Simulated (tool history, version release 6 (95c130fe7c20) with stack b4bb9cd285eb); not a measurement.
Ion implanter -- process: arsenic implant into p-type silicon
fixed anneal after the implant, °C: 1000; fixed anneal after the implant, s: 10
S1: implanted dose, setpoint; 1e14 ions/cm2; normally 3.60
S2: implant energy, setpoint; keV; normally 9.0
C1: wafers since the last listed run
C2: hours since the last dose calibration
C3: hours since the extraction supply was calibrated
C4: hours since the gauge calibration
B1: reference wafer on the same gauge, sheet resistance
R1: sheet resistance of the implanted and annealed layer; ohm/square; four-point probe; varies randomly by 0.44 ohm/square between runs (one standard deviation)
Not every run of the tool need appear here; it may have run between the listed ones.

run,hour,S1,S2,C1,C2,C3,C4,B1,R1
1,0.0,3.60,9.0,0,1754.5,3096.1,82.9,243.95,300.16
2,10.3,3.60,9.0,255,1764.8,3106.4,93.2,243.98,299.31
3,22.7,3.60,9.0,307,1777.2,3118.8,105.6,244.03,300.66
4,36.2,3.60,10.0,335,1790.7,3132.3,119.1,244.08,296.45
5,47.8,3.60,10.0,288,1802.3,3143.9,130.7,244.03,297.44
6,65.3,3.60,9.0,434,1819.8,3161.4,148.2,244.03,301.04
7,77.8,3.60,9.0,310,1832.3,3173.9,160.7,243.98,300.30
8,89.9,3.60,9.0,300,1844.4,3186.0,172.8,244.00,300.34
# hour 110.2: Faraday cup replaced and dose calibrated
9,110.7,3.60,9.0,317,0.5,3206.8,193.6,243.97,280.11
10,120.6,3.60,9.0,245,10.4,3216.7,203.5,244.11,281.02
# hour 142.0: extraction supply calibrated
11,142.5,4.18,9.5,345,32.3,0.5,225.4,243.99,250.67
12,148.6,4.18,9.5,151,38.4,6.6,231.5,244.07,250.64
13,157.1,3.60,9.0,211,46.9,15.1,240.0,244.02,280.55
# hour 160.5: gauge calibrated
14,172.3,4.56,9.0,377,62.1,30.3,11.8,244.07,238.30
# hour 182.1: Faraday cup replaced and dose calibrated, repeated, since the last time left the tool worse
15,182.6,2.60,8.0,57,0.5,40.6,22.1,243.93,379.98
16,198.6,2.69,6.5,397,16.5,56.6,38.1,243.93,378.63
17,250.2,3.09,9.0,1281,68.1,108.2,89.7,243.89,330.29
18,257.8,2.70,9.0,188,75.7,115.8,97.3,243.88,364.94
19,269.7,2.78,6.0,295,87.6,127.7,109.2,243.98,373.09
20,275.7,3.60,9.0,148,93.6,133.7,115.2,243.96,294.40
21,288.6,2.71,12.0,320,106.5,146.6,128.1,243.88,352.25
22,299.6,2.71,6.0,273,117.5,157.6,139.1,244.03,382.21
23,315.1,3.96,8.0,384,133.0,173.1,154.6,243.93,278.98
24,326.7,3.96,8.0,288,144.6,184.7,166.2,244.06,279.11
25,337.9,2.58,12.0,278,155.8,195.9,177.4,244.07,365.40
26,347.9,4.45,9.0,248,165.8,205.9,187.4,244.00,253.67
27,356.2,4.54,12.0,206,174.1,214.2,195.7,243.95,241.58

Branching from run 27: 3 alternative next runs. What would each branch give?
A,356.6,3.60,6.5,9,174.5,214.6,196.1,?,?
B,356.6,3.09,7.0,9,174.5,214.6,196.1,?,?
C,356.6,3.14,8.0,9,174.5,214.6,196.1,?,?

run,B1,R1
A,244.04,306.07
B,244.04,339.71
C,244.04,330.49
Take away the tool's hidden state, keep each run's random variation, and the runs would have read:
run,R1
A,305.14
B,338.65
C,329.45
